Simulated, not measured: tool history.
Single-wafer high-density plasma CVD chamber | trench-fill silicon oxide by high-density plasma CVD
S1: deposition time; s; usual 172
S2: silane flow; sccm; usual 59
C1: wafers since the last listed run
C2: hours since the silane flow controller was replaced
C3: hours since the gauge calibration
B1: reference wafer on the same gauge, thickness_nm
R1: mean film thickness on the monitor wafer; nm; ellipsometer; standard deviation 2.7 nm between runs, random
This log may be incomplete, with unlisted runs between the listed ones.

run,hour,S1,S2,C1,C2,C3,B1,R1
1,0,172,59,0,4884.8,328.8,1220.209,1010.432
2,42.8,172,59,315,4927.6,371.6,1219.28,1011.698
3,110.5,159,59,499,4995.3,439.3,1219.491,937.105
4,160.4,198,56,368,5045.2,489.2,1219.961,1109.166
5,214.8,172,59,401,5099.6,543.6,1220.132,1012.708
6,267.8,172,59,391,5152.6,596.6,1220.247,1015.166
7,328.7,172,59,449,5213.5,657.5,1219.211,1020.203
8,373.1,172,59,327,5257.9,701.9,1220.837,1014.353
9,410.6,172,59,276,5295.4,739.4,1219.566,1011.969
10,467,172,59,416,5351.8,795.8,1220.715,1016.545
# hour 489.6: silane flow controller replaced
11,517.3,172,59,312,27.7,846.1,1220.586,1073.993
12,587.1,189,48,515,97.5,915.9,1218.471,964.828
13,655.7,155,68,506,166.1,984.5,1219.787,1110.947
14,702.1,150,48,342,212.5,1030.9,1219.308,754.26
15,755.5,194,49,394,265.9,1084.3,1220.355,1001.618
# hour 799.5: gauge calibrated
16,806.6,201,48,377,317,7.1,1220.876,1017.7
17,838.1,172,59,232,348.5,38.6,1220.198,1068.922
18,872.6,172,59,254,383,73.1,1219.696,1060.623
19,914.6,142,70,309,425,115.1,1219.999,1039.03
20,971,194,49,416,481.4,171.5,1220.618,987.63
21,1015.5,144,63,328,525.9,216,1221.35,945.642

Below are 4 alternative next runs, each starting from the tool's condition after run 21. Predict each:
A,1015.9,172,59,2,526.3,216.4,?,?
B,1015.9,204,59,2,526.3,216.4,?,?
C,1015.9,182,59,2,526.3,216.4,?,?
D,1015.9,197,50,2,526.3,216.4,?,?

run,B1,R1
A,1221.182,1061.252
B,1221.182,1258.695
C,1221.182,1122.953
D,1221.182,1030.088
With the hidden condition removed and each run's random variation left untouched, the same runs would have given:
run,R1
A,1078.944
B,1279.677
C,1141.673
D,1047.26
